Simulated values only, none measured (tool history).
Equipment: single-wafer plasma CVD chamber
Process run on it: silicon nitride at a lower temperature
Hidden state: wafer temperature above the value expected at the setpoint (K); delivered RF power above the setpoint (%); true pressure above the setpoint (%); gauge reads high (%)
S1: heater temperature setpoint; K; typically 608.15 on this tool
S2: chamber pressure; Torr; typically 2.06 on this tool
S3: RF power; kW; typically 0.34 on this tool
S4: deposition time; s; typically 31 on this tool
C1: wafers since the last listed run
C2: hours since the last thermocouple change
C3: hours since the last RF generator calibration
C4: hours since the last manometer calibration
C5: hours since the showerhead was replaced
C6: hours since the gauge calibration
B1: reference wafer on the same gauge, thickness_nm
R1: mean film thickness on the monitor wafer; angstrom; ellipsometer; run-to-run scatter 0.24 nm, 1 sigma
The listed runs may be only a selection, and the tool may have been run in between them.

| run | hour | S1 | S2 | S3 | S4 | C1 | C2 | C3 | C4 | C5 | C6 | B1 | R1 |
|---|---|---|---|---|---|---|---|---|---|---|---|---|---|
| 1 | 0 | 608.15 | 2.06 | 0.34 | 34.2 | 0 | 1969.2 | 363 | 927.3 | 2742.3 | 615.1 | 42.885 | 509.34 |
| 2 | 96.7 | 608.15 | 2.06 | 0.34 | 34.2 | 3410 | 2065.9 | 459.7 | 1024 | 2839 | 711.8 | 42.875 | 510.55 |
| 3 | 177.3 | 608.15 | 2.06 | 0.34 | 31 | 2842 | 2146.5 | 540.3 | 1104.6 | 2919.6 | 792.4 | 42.97 | 460.41 |
| 4 | 261.8 | 608.15 | 2.06 | 0.34 | 31 | 2980 | 2231 | 624.8 | 1189.1 | 3004.1 | 876.9 | 42.88 | 462.98 |
| 5 | 359.9 | 608.15 | 2.06 | 0.34 | 31 | 3460 | 2329.1 | 722.9 | 1287.2 | 3102.2 | 975 | 42.85 | 460.48 |
| 6 | 396.1 | 608.15 | 2.06 | 0.34 | 32.9 | 1276 | 2365.3 | 759.1 | 1323.4 | 3138.4 | 1011.2 | 42.762 | 494.06 |
| 7 | 489.8 | 608.15 | 2.06 | 0.34 | 28.5 | 3304 | 2459 | 852.8 | 1417.1 | 3232.1 | 1104.9 | 42.911 | 429.76 |
| 8 | 547.7 | 608.15 | 2.06 | 0.34 | 31 | 2042 | 2516.9 | 910.7 | 1475 | 3290 | 1162.8 | 42.879 | 460.2 |
| 9 | 585.8 | 608.15 | 2.06 | 0.385 | 31 | 1343 | 2555 | 948.8 | 1513.1 | 3328.1 | 1200.9 | 42.953 | 516.57 |
|  | 630.6 | thermocouple changed; heater temperature recalibrated |
| 10 | 666.7 | 608.15 | 2.06 | 0.385 | 31 | 2571 | 36.1 | 1029.7 | 1594 | 3409 | 1281.8 | 42.89 | 517.27 |
| 11 | 715.5 | 608.15 | 2.06 | 0.34 | 31 | 1721 | 84.9 | 1078.5 | 1642.8 | 3457.8 | 1330.6 | 43.019 | 462.27 |
|  | 732.2 | gauge calibrated |
|  | 780.6 | RF generator calibrated |
| 12 | 786.4 | 608.15 | 2.06 | 0.34 | 31 | 2218 | 155.8 | 5.8 | 1713.7 | 3528.7 | 54.2 | 42.942 | 460.77 |
| 13 | 891.2 | 608.15 | 2.06 | 0.34 | 31 | 3696 | 260.6 | 110.6 | 1818.5 | 3633.5 | 159 | 42.878 | 461.07 |
| 14 | 933.8 | 608.15 | 2.06 | 0.34 | 31 | 1502 | 303.2 | 153.2 | 1861.1 | 3676.1 | 201.6 | 42.91 | 456.81 |
| 15 | 985.3 | 608.15 | 2.25 | 0.4 | 26.2 | 1816 | 354.7 | 204.7 | 1912.6 | 3727.6 | 253.1 | 42.86 | 459.34 |
| 16 | 1051.4 | 608.15 | 2.06 | 0.385 | 34.7 | 2331 | 420.8 | 270.8 | 1978.7 | 3793.7 | 319.2 | 42.923 | 571.65 |
| 17 | 1095 | 608.15 | 2.06 | 0.34 | 28.5 | 1537 | 464.4 | 314.4 | 2022.3 | 3837.3 | 362.8 | 42.937 | 427.37 |
| 18 | 1131.6 | 608.15 | 2.3 | 0.295 | 36.2 | 1290 | 501 | 351 | 2058.9 | 3873.9 | 399.4 | 42.948 | 477.22 |
| 19 | 1194.6 | 608.15 | 2.23 | 0.39 | 25.9 | 2222 | 564 | 414 | 2121.9 | 3936.9 | 462.4 | 42.904 | 441.53 |
|  | 1218.6 | capacitance manometer re-zeroed and calibrated |
| 20 | 1262.4 | 608.15 | 2.38 | 0.34 | 34.2 | 2109 | 631.8 | 481.8 | 43.8 | 4004.7 | 530.2 | 42.86 | 526.07 |
|  | 1276.5 | showerhead replaced |
| 21 | 1300 | 608.15 | 1.71 | 0.34 | 28.7 | 1044 | 669.4 | 519.4 | 81.4 | 23.5 | 567.8 | 42.878 | 410.03 |
| 22 | 1381.1 | 603.15 | 1.93 | 0.34 | 25.3 | 2860 | 750.5 | 600.5 | 162.5 | 104.6 | 648.9 | 42.783 | 376.37 |
| 23 | 1475.6 | 597.15 | 2.06 | 0.36 | 31 | 3333 | 845 | 695 | 257 | 199.1 | 743.4 | 42.911 | 485.34 |
| 24 | 1577.2 | 597.15 | 2.06 | 0.36 | 31 | 3583 | 946.6 | 796.6 | 358.6 | 300.7 | 845 | 42.866 | 490.07 |
| 25 | 1654.2 | 614.15 | 2.06 | 0.395 | 33.6 | 2715 | 1023.6 | 873.6 | 435.6 | 377.7 | 922 | 42.877 | 569.91 |
| 26 | 1715.1 | 597.15 | 2.06 | 0.295 | 25 | 2148 | 1084.5 | 934.5 | 496.5 | 438.6 | 982.9 | 42.778 | 323.42 |
| 27 | 1773 | 608.15 | 2.06 | 0.275 | 31 | 2042 | 1142.4 | 992.4 | 554.4 | 496.5 | 1040.8 | 42.961 | 367 |

4 ways to go on from here, each from the tool as it stands after run 27. What would each give?
| A | 1773.4 | 608.15 | 2.06 | 0.34 | 31 | 14 | 1142.8 | 992.8 | 554.8 | 496.9 | 1041.2 | ? | ? |
| B | 1773.4 | 608.15 | 2.39 | 0.4 | 31 | 14 | 1142.8 | 992.8 | 554.8 | 496.9 | 1041.2 | ? | ? |
| C | 1773.4 | 608.15 | 2.06 | 0.34 | 24.9 | 14 | 1142.8 | 992.8 | 554.8 | 496.9 | 1041.2 | ? | ? |
| D | 1773.4 | 598.15 | 1.76 | 0.34 | 25 | 14 | 1142.8 | 992.8 | 554.8 | 496.9 | 1041.2 | ? | ? |

| run | B1 | R1 |
|---|---|---|
| A | 42.93 | 460.38 |
| B | 42.93 | 547.86 |
| C | 42.93 | 369.97 |
| D | 42.93 | 361.18 |
With the hidden condition removed and each run's random variation left untouched, the same runs would have given:
| run | R1 |
|---|---|
| A | 460.38 |
| B | 547.86 |
| C | 369.97 |
| D | 361.18 |
